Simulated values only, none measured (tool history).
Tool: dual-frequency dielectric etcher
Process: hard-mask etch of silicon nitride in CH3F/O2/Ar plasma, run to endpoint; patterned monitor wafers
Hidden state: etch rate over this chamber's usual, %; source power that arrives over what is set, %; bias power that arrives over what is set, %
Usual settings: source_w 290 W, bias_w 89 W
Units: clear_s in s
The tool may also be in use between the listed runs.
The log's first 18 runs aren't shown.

| run | hour | source_w | bias_w | wafers since the last listed run | hours since the last wet clean | hours since the last source power generator calibration | hours since the last bias power generator calibration | hours since the last upper electrode change | incoming incoming film thickness, nm | clear_s |
|---|---|---|---|---|---|---|---|---|---|---|
| 19 | 599.5 | 340 | 89 | 1391 | 224.4 | 2234.5 | 3164.7 | 89.6 | 39.54 | 51.1 |
| 20 | 629.8 | 290 | 89 | 477 | 254.7 | 2264.8 | 3195.0 | 119.9 | 38.91 | 53.9 |
| 21 | 664.8 | 290 | 68 | 551 | 289.7 | 2299.8 | 3230.0 | 154.9 | 39.07 | 62.8 |
|  | 679.9 | source power generator calibrated |
| 22 | 699.1 | 290 | 89 | 477 | 324.0 | 19.2 | 3264.3 | 189.2 | 39.13 | 54.4 |
| 23 | 722.6 | 330 | 110 | 370 | 347.5 | 42.7 | 3287.8 | 212.7 | 39.19 | 46.8 |
|  | 756.6 | wet clean of the chamber |
| 24 | 757.1 | 330 | 105 | 165 | 0.5 | 77.2 | 3322.3 | 247.2 | 39.61 | 45.9 |
|  | 787.7 | bias power generator calibrated |
| 25 | 826.9 | 340 | 75 | 1036 | 70.3 | 147.0 | 39.2 | 317.0 | 38.94 | 53.6 |
| 26 | 843.8 | 320 | 70 | 266 | 87.2 | 163.9 | 56.1 | 333.9 | 39.36 | 58.5 |
| 27 | 872.9 | 290 | 79 | 458 | 116.3 | 193.0 | 85.2 | 363.0 | 39.64 | 56.9 |
| 28 | 888.5 | 340 | 105 | 245 | 131.9 | 208.6 | 100.8 | 378.6 | 38.96 | 45.6 |

Run 29 comes next. What will it give?
| 29 | 911.6 | 290 | 89 | 363 | 155.0 | 231.7 | 123.9 | 401.7 | 39.14 | ? |

clear_s: 53.4 s
Without the tool's hidden state the same run would have given clear_s 52.4 s.
